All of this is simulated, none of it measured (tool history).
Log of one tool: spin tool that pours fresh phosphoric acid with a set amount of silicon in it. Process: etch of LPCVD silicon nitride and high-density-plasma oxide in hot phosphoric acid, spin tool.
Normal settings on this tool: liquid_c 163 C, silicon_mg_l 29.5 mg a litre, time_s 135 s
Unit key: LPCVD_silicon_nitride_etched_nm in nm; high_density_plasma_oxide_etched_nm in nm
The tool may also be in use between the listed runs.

run,hour,liquid_c,silicon_mg_l,time_s,wafers since the last listed run,hours since the thermometer was replaced,hours since the dissolved silicon flow meter was replaced,hours since the heated supply line was repaired,hours since the gauge calibration,"read-back film thickness of the LPCVD silicon nitride reference wafer, read on the same gauge (nm)","read-back film thickness of the high-density-plasma oxide reference wafer, read on the same gauge (nm)",LPCVD_silicon_nitride_etched_nm,high_density_plasma_oxide_etched_nm
1,0,161,29.5,135,0,2033,1022,2553.1,625,100,129.983,11.02,0.115
2,22.3,161,29.5,135,155,2055.3,1044.3,2575.4,647.3,99.96,130.033,11.06,0.12
3,42.4,163,29.5,135,139,2075.4,1064.4,2595.5,667.4,100.03,130.039,11.78,0.124
4,62.4,163,29.5,135,139,2095.4,1084.4,2615.5,687.4,99.98,129.982,11.8,0.092
5,83.6,163,40.5,100,147,2116.6,1105.6,2636.7,708.6,100.03,129.999,8.76,0.047
# hour 109.9: gauge calibrated
6,110.5,163,29.5,135,187,2143.5,1132.5,2663.6,0.6,99.96,130.018,11.75,0.129
# hour 121.5: dissolved silicon flow meter replaced
7,138.2,163,40,55,185,2171.2,16.7,2691.3,28.3,99.99,129.999,4.82,0.024
8,172.3,166,36,155,237,2205.3,50.8,2725.4,62.4,100,130.042,14.95,0.17
9,202.3,162,29.5,135,208,2235.3,80.8,2755.4,92.4,99.97,130.052,11.39,0.107
# hour 213.1: thermometer replaced
10,225.3,161,46,100,153,12.2,103.8,2778.4,115.4,100.01,129.987,7.45,0.018
# hour 239: heated supply line repaired
11,252.9,166,29.5,110,185,39.8,131.4,13.9,143,100.01,129.954,11.11,0.155
12,273.7,163,29.5,135,144,60.6,152.2,34.7,163.8,99.99,130.023,12.28,0.192
13,300.3,163,45,135,185,87.2,178.8,61.3,190.4,100.04,130.029,12.47,0.064
14,328.2,165.5,10,195,194,115.1,206.7,89.2,218.3,100.02,130.015,19.36,0.499
15,343.1,164,21,65,103,130,221.6,104.1,233.2,99.99,129.992,6.13,0.113
16,360,163,29.5,135,117,146.9,238.5,121,250.1,99.99,130.014,12.39,0.091
17,388.7,163,40.5,135,199,175.6,267.2,149.7,278.8,100.02,130.001,12.39,0.059
18,409.4,160,37.5,100,144,196.3,287.9,170.4,299.5,100.02,129.976,8.35,0.073
19,428.8,163,19,135,135,215.7,307.3,189.8,318.9,100,130.033,12.37,0.255

For run 20, what comes out?
20,442.5,160,29.5,135,95,229.4,321,203.5,332.6,?,?,?,?

{"run 20": {"read-back film thickness of the LPCVD silicon nitride reference wafer, read on the same gauge (nm)": 100, "read-back film thickness of the high-density-plasma oxide reference wafer, read on the same gauge (nm)": 130.002, "LPCVD_silicon_nitride_etched_nm": 11.22, "high_density_plasma_oxide_etched_nm": 0.145}}
The same run, on a tool lacking any hidden state, would have yielded LPCVD_silicon_nitride_etched_nm 11.34 nm, high_density_plasma_oxide_etched_nm 0.148 nm.

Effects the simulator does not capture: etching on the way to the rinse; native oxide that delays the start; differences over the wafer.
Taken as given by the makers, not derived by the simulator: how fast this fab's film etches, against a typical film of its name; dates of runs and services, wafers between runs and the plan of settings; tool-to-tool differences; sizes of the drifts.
